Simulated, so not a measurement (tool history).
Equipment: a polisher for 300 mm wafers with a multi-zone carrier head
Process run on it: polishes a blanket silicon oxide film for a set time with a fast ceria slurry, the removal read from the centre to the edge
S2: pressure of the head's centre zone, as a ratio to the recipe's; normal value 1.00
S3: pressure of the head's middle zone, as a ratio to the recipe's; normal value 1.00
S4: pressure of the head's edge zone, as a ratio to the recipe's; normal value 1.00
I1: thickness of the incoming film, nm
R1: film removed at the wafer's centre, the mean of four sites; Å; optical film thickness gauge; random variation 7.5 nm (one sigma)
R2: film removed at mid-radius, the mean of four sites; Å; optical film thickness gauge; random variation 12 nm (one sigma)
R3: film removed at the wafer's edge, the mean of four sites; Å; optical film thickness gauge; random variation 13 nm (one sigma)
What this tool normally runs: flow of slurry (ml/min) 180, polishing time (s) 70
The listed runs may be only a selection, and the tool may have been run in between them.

Run 1, hour 0.0: usual settings but S3 0.93; I1 3267.1. Result: R1 9785 Å, R2 9192 Å, R3 9915 Å.
Run 2, hour 20.3: usual settings but S3 0.93; I1 3325.8. Result: R1 9671 Å, R2 9129 Å, R3 9987 Å.
Run 3, hour 35.1: usual settings but S3 0.90, polishing time (s) 84; I1 3299.0. Result: R1 11442 Å, R2 10840 Å, R3 11829 Å.
At hour 69.1: carrier head's membrane replaced by a new one.
At hour 84.3: worn pad replaced by a new one.
Run 4, hour 86.8: usual settings but S2 1.04, S3 0.90, S4 0.95, polishing time (s) 89; I1 3246.2. Result: R1 12627 Å, R2 11322 Å, R3 12357 Å.
Run 5, hour 100.6: usual settings but S2 0.90, S4 0.91; I1 3246.0. Result: R1 8669 Å, R2 9552 Å, R3 9306 Å.
At hour 111.5: centre zone pressure recalibrated.
Run 6, hour 116.4: usual settings; I1 3305.8. Result: R1 9560 Å, R2 9674 Å, R3 9793 Å.
Run 7, hour 129.3: usual settings; I1 3268.0. Result: R1 9681 Å, R2 9467 Å, R3 10079 Å.
Run 8, hour 136.3: usual settings but S2 1.06; I1 3248.0. Result: R1 10122 Å, R2 9742 Å, R3 9806 Å.
Run 9, hour 143.0: usual settings but S4 1.09, polishing time (s) 88; I1 3274.8. Result: R1 11912 Å, R2 11872 Å, R3 12543 Å.
Run 10, hour 157.9: usual settings but flow of slurry (ml/min) 210, S2 1.03, S4 0.90, polishing time (s) 54; I1 3275.4. Result: R1 7919 Å, R2 7781 Å, R3 7255 Å.
Run 11, hour 171.4: usual settings but S3 1.06, S4 0.94, polishing time (s) 47; I1 3277.2. Result: R1 6390 Å, R2 6789 Å, R3 6158 Å.
At hour 179.7: worn pad replaced by a new one.
Run 12, hour 182.1: usual settings but S4 0.95; I1 3257.7. Result: R1 9429 Å, R2 9725 Å, R3 9417 Å.
Run 13, hour 188.6: usual settings but S2 1.08, S4 0.96; I1 3222.7. Result: R1 10171 Å, R2 9512 Å, R3 9521 Å.
Run 14, hour 198.9: usual settings but S2 1.08, S4 1.12, polishing time (s) 64; I1 3282.7. Result: R1 9398 Å, R2 8632 Å, R3 9475 Å.
At hour 201.9: slurry nozzle cleaned.
Run 15, hour 210.0: usual settings; I1 3295.3. Result: R1 9915 Å, R2 9812 Å, R3 9904 Å.
Run 16, hour 256.9: usual settings but flow of slurry (ml/min) 150, S2 0.93; I1 3324.6. Result: R1 8767 Å, R2 9806 Å, R3 9671 Å.
At hour 275.8: worn pad replaced by a new one.
Run 17, hour 276.3: usual settings but S2 0.88, S3 0.94, polishing time (s) 81; I1 3335.8. Result: R1 10117 Å, R2 10967 Å, R3 11632 Å.
Run 18, hour 279.4: usual settings but S3 1.08; I1 3249.7. Result: R1 9973 Å, R2 10627 Å, R3 9878 Å.
Run 19, hour 293.2: usual settings but S3 0.90, polishing time (s) 84; I1 3270.0. Result: R1 11740 Å, R2 11024 Å, R3 12186 Å.
Run 20, hour 301.2: usual settings but flow of slurry (ml/min) 150, polishing time (s) 87; I1 3277.0. Result: R1 11734 Å, R2 11931 Å, R3 11870 Å.
Run 21, hour 307.3: usual settings but flow of slurry (ml/min) 220, polishing time (s) 93; I1 3245.4. Result: R1 13405 Å, R2 13533 Å, R3 13257 Å.

What if the next run were any one of these 5? Each begins from the tool's condition after run 21:
Run A, hour 307.7: usual settings but S2 0.88; I1 3233.3. Result: R1 ?, R2 ?, R3 ?.
Run B, hour 307.7: usual settings but S2 0.90, polishing time (s) 81; I1 3233.3. Result: R1 ?, R2 ?, R3 ?.
Run C, hour 307.7: usual settings but flow of slurry (ml/min) 220, S2 1.09, S3 1.12; I1 3233.3. Result: R1 ?, R2 ?, R3 ?.
Run D, hour 307.7: usual settings but flow of slurry (ml/min) 220, S4 1.11; I1 3233.3. Result: R1 ?, R2 ?, R3 ?.
Run E, hour 307.7: usual settings but flow of slurry (ml/min) 205; I1 3233.3. Result: R1 ?, R2 ?, R3 ?.

run     R1     R2     R3
  A   8643   9777  10079
  B  10231  11312  11663
  C  11143  11059  10314
  D  10208  10101  10877
  E  10085   9993  10247
Stripped of hidden state, with their random variation kept, the same runs would have yielded:
run     R1     R2     R3
  A   8754   9888  10162
  B  10362  11440  11759
  C  11257  11160  10384
  D  10313  10194  10952
  E  10196  10092  10321

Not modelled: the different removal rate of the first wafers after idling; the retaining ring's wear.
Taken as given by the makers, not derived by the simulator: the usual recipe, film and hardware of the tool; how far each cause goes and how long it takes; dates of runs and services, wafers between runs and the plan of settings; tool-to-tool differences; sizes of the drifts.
